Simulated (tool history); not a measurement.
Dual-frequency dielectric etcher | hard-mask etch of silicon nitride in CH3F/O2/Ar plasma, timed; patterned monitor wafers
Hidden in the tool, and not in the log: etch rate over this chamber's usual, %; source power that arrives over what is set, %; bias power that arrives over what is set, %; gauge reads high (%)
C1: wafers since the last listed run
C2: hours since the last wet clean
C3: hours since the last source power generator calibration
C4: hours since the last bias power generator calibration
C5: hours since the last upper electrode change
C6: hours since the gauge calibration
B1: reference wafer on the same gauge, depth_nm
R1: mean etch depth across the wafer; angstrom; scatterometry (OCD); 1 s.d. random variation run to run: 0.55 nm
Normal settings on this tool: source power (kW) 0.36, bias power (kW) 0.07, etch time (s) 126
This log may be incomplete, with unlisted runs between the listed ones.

run 1 hour=0 | source_power_(kW)=0.34 bias_power_(kW)=0.07 etch_time_(s)=126 | C1=0 C2=254.3 C3=3239 C4=3025.3 C5=5348 C6=186.5 | B1=99 | R1=793
-- hour=6.5 gauge calibrated
run 2 hour=17.8 | source_power_(kW)=0.34 bias_power_(kW)=0.07 etch_time_(s)=126 | C1=176 C2=272.1 C3=3256.8 C4=3043.1 C5=5365.8 C6=11.3 | B1=99.1 | R1=777
run 3 hour=31.5 | source_power_(kW)=0.36 bias_power_(kW)=0.07 etch_time_(s)=126 | C1=135 C2=285.8 C3=3270.5 C4=3056.8 C5=5379.5 C6=25 | B1=99.1 | R1=806
run 4 hour=44.4 | source_power_(kW)=0.36 bias_power_(kW)=0.07 etch_time_(s)=126 | C1=127 C2=298.7 C3=3283.4 C4=3069.7 C5=5392.4 C6=37.9 | B1=99 | R1=796
run 5 hour=52.2 | source_power_(kW)=0.36 bias_power_(kW)=0.07 etch_time_(s)=126 | C1=77 C2=306.5 C3=3291.2 C4=3077.5 C5=5400.2 C6=45.7 | B1=99.2 | R1=805
run 6 hour=69.8 | source_power_(kW)=0.36 bias_power_(kW)=0.07 etch_time_(s)=126 | C1=174 C2=324.1 C3=3308.8 C4=3095.1 C5=5417.8 C6=63.3 | B1=99.3 | R1=805
run 7 hour=85.4 | source_power_(kW)=0.36 bias_power_(kW)=0.07 etch_time_(s)=126 | C1=154 C2=339.7 C3=3324.4 C4=3110.7 C5=5433.4 C6=78.9 | B1=99.2 | R1=797
run 8 hour=94 | source_power_(kW)=0.36 bias_power_(kW)=0.07 etch_time_(s)=126 | C1=85 C2=348.3 C3=3333 C4=3119.3 C5=5442 C6=87.5 | B1=99.1 | R1=793
run 9 hour=108.1 | source_power_(kW)=0.31 bias_power_(kW)=0.076 etch_time_(s)=126 | C1=139 C2=362.4 C3=3347.1 C4=3133.4 C5=5456.1 C6=101.6 | B1=99.2 | R1=762
run 10 hour=119.2 | source_power_(kW)=0.31 bias_power_(kW)=0.076 etch_time_(s)=126 | C1=109 C2=373.5 C3=3358.2 C4=3144.5 C5=5467.2 C6=112.7 | B1=99.3 | R1=760
-- hour=130.8 source power generator calibrated
run 11 hour=135.2 | source_power_(kW)=0.31 bias_power_(kW)=0.076 etch_time_(s)=126 | C1=118 C2=389.5 C3=4.4 C4=3160.5 C5=5483.2 C6=128.7 | B1=99.2 | R1=756
-- hour=170.5 wet clean of the chamber
-- hour=194 upper electrode replaced
run 12 hour=194.5 | source_power_(kW)=0.36 bias_power_(kW)=0.07 etch_time_(s)=153 | C1=116 C2=24 C3=63.7 C4=3219.8 C5=0.5 C6=188 | B1=99.5 | R1=1021
run 13 hour=194.9 | source_power_(kW)=0.29 bias_power_(kW)=0.054 etch_time_(s)=102 | C1=3 C2=24.4 C3=64.1 C4=3220.2 C5=0.9 C6=188.4 | B1=99.1 | R1=568
run 14 hour=195.2 | source_power_(kW)=0.36 bias_power_(kW)=0.07 etch_time_(s)=126 | C1=2 C2=24.7 C3=64.4 C4=3220.5 C5=1.2 C6=188.7 | B1=99.1 | R1=829
run 15 hour=200.3 | source_power_(kW)=0.31 bias_power_(kW)=0.059 etch_time_(s)=126 | C1=50 C2=29.8 C3=69.5 C4=3225.6 C5=6.3 C6=193.8 | B1=99.2 | R1=739
-- hour=207.7 gauge calibrated
-- hour=216.3 bias power generator calibrated
run 16 hour=216.8 | source_power_(kW)=0.41 bias_power_(kW)=0.07 etch_time_(s)=101.5 | C1=123 C2=46.3 C3=86 C4=0.5 C5=22.8 C6=9.1 | B1=99.3 | R1=705
run 17 hour=227.5 | source_power_(kW)=0.36 bias_power_(kW)=0.07 etch_time_(s)=126 | C1=105 C2=57 C3=96.7 C4=11.2 C5=33.5 C6=19.8 | B1=99.2 | R1=829
run 18 hour=241.9 | source_power_(kW)=0.36 bias_power_(kW)=0.07 etch_time_(s)=164 | C1=142 C2=71.4 C3=111.1 C4=25.6 C5=47.9 C6=34.2 | B1=99.2 | R1=1089
run 19 hour=254.2 | source_power_(kW)=0.33 bias_power_(kW)=0.053 etch_time_(s)=161 | C1=121 C2=83.7 C3=123.4 C4=37.9 C5=60.2 C6=46.5 | B1=99.2 | R1=936
run 20 hour=262.1 | source_power_(kW)=0.36 bias_power_(kW)=0.07 etch_time_(s)=126 | C1=78 C2=91.6 C3=131.3 C4=45.8 C5=68.1 C6=54.4 | B1=99.3 | R1=836
run 21 hour=269.1 | source_power_(kW)=0.33 bias_power_(kW)=0.058 etch_time_(s)=102 | C1=69 C2=98.6 C3=138.3 C4=52.8 C5=75.1 C6=61.4 | B1=99.3 | R1=608
run 22 hour=279.6 | source_power_(kW)=0.41 bias_power_(kW)=0.07 etch_time_(s)=126 | C1=104 C2=109.1 C3=148.8 C4=63.3 C5=85.6 C6=71.9 | B1=99.3 | R1=874
run 23 hour=291.5 | source_power_(kW)=0.4 bias_power_(kW)=0.08 etch_time_(s)=98.5 | C1=117 C2=121 C3=160.7 C4=75.2 C5=97.5 C6=83.8 | B1=99.2 | R1=694
run 24 hour=297.8 | source_power_(kW)=0.36 bias_power_(kW)=0.086 etch_time_(s)=95.5 | C1=62 C2=127.3 C3=167 C4=81.5 C5=103.8 C6=90.1 | B1=99.2 | R1=665

Selected run-to-run steps in R1, each split into two signed amounts: the part the tool would show with no hidden state at all (from settings, incoming material and random variation), and the remainder, which goes to the hidden state together with any gauge scatter not common to the measured and the hidden-state-free results:
Run 11 -> 12: source power (kW) 0.31 -> 0.36, bias power (kW) 0.076 -> 0.07, etch time (s) 126 -> 153, wet clean of the chamber, upper electrode replaced. R1 +265 angstrom: hidden state +39, all else +226.
Run 12 -> 13: source power (kW) 0.36 -> 0.29, bias power (kW) 0.07 -> 0.054, etch time (s) 153 -> 102. R1 -453 angstrom: hidden state +0, all else -453.
Run 21 -> 22: source power (kW) 0.33 -> 0.41, bias power (kW) 0.058 -> 0.07, etch time (s) 102 -> 126. R1 +266 angstrom: hidden state -4, all else +270.
